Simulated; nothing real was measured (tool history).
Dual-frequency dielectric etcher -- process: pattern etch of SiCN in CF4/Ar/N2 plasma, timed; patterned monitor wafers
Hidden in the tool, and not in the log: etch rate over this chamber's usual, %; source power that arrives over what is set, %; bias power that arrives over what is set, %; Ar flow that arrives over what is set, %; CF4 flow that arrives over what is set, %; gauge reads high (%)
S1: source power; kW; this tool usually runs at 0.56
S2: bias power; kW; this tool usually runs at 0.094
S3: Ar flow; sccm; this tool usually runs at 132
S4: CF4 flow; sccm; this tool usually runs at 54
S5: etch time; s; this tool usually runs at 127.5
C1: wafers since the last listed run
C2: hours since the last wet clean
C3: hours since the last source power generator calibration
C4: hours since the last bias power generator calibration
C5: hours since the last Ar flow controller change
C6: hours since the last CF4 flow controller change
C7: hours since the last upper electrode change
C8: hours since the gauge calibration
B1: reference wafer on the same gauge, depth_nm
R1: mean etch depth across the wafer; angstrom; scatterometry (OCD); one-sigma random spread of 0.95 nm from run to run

run,day,S1,S2,S3,S4,S5,C1,C2,C3,C4,C5,C6,C7,C8,B1,R1
1,0,0.56,0.094,153,54,127.5,0,73.1,11.7,86.8,5142.2,2722.7,50.8,26.1,145.7,1332
2,0.317,0.56,0.072,150,54,127.5,86,80.7,19.3,94.4,5149.8,2730.3,58.4,33.7,146,1185
3,0.571,0.56,0.094,112,42,151,69,86.8,25.4,100.5,5155.9,2736.4,64.5,39.8,145.7,1547
4,1.158,0.44,0.094,132,61,114,161,100.9,39.5,114.6,5170,2750.5,78.6,53.9,146.3,1058
5,1.783,0.56,0.094,132,47,127.5,171,115.9,54.5,129.6,5185,2765.5,93.6,68.9,146.1,1296
6,2.379,0.67,0.094,132,54,127.5,163,130.2,68.8,143.9,5199.3,2779.8,107.9,83.2,146,1545
7,2.846,0.56,0.094,151,54,100,128,141.4,80,155.1,5210.5,2791,119.1,94.4,146.1,1031
8,3.167,0.49,0.094,120,54,127.5,88,149.1,87.7,162.8,5218.2,2798.7,126.8,102.1,146,1258
9,3.667,0.56,0.094,132,54,127.5,137,161.1,99.7,174.8,5230.2,2810.7,138.8,114.1,146.2,1372
10,5.171,0.56,0.094,132,54,127.5,412,197.2,135.8,210.9,5266.3,2846.8,174.9,150.2,146,1369
11,5.575,0.56,0.094,132,42,127.5,110,206.9,145.5,220.6,5276,2856.5,184.6,159.9,145.9,1262
# day 7.275: Ar flow controller replaced
# day 7.333: CF4 flow controller replaced
12,7.596,0.56,0.094,132,54,127.5,470,255.4,194,269.1,7.7,6.3,233.1,208.4,145.9,1339
13,8.058,0.43,0.116,132,49,139.5,126,266.5,205.1,280.2,18.8,17.4,244.2,219.5,146,1306
14,8.654,0.51,0.117,112,54,127.5,163,280.8,219.4,294.5,33.1,31.7,258.5,233.8,145.9,1407
15,9.342,0.5,0.094,132,43,127.5,188,297.3,235.9,311,49.6,48.2,275,250.3,145.6,1179
16,9.846,0.56,0.094,132,54,127.5,138,309.4,248,323.1,61.7,60.3,287.1,262.4,145.8,1323
17,10.242,0.69,0.094,132,42,95,108,318.9,257.5,332.6,71.2,69.8,296.6,271.9,146.1,1071
18,10.529,0.56,0.094,132,54,127.5,78,325.8,264.4,339.5,78.1,76.7,303.5,278.8,146,1349
19,11.138,0.43,0.094,123,66,127.5,166,340.4,279,354.1,92.7,91.3,318.1,293.4,145.9,1184
20,11.454,0.56,0.094,132,54,127.5,86,348,286.6,361.7,100.3,98.9,325.7,301,145.9,1329
21,12.142,0.56,0.094,132,54,142.5,188,364.5,303.1,378.2,116.8,115.4,342.2,317.5,145.7,1466

Measured less the same run without the tool's hidden state. The same run-to-run variation is in both; the gauge's scatter may not be:
run,R1
1,-6
2,-6
3,-9
4,-7
5,-10
6,-14
7,-10
8,-13
9,-16
10,-19
11,-19
12,-26
13,-26
14,-30
15,-27
16,-31
17,-26
18,-34
19,-31
20,-36
21,-42

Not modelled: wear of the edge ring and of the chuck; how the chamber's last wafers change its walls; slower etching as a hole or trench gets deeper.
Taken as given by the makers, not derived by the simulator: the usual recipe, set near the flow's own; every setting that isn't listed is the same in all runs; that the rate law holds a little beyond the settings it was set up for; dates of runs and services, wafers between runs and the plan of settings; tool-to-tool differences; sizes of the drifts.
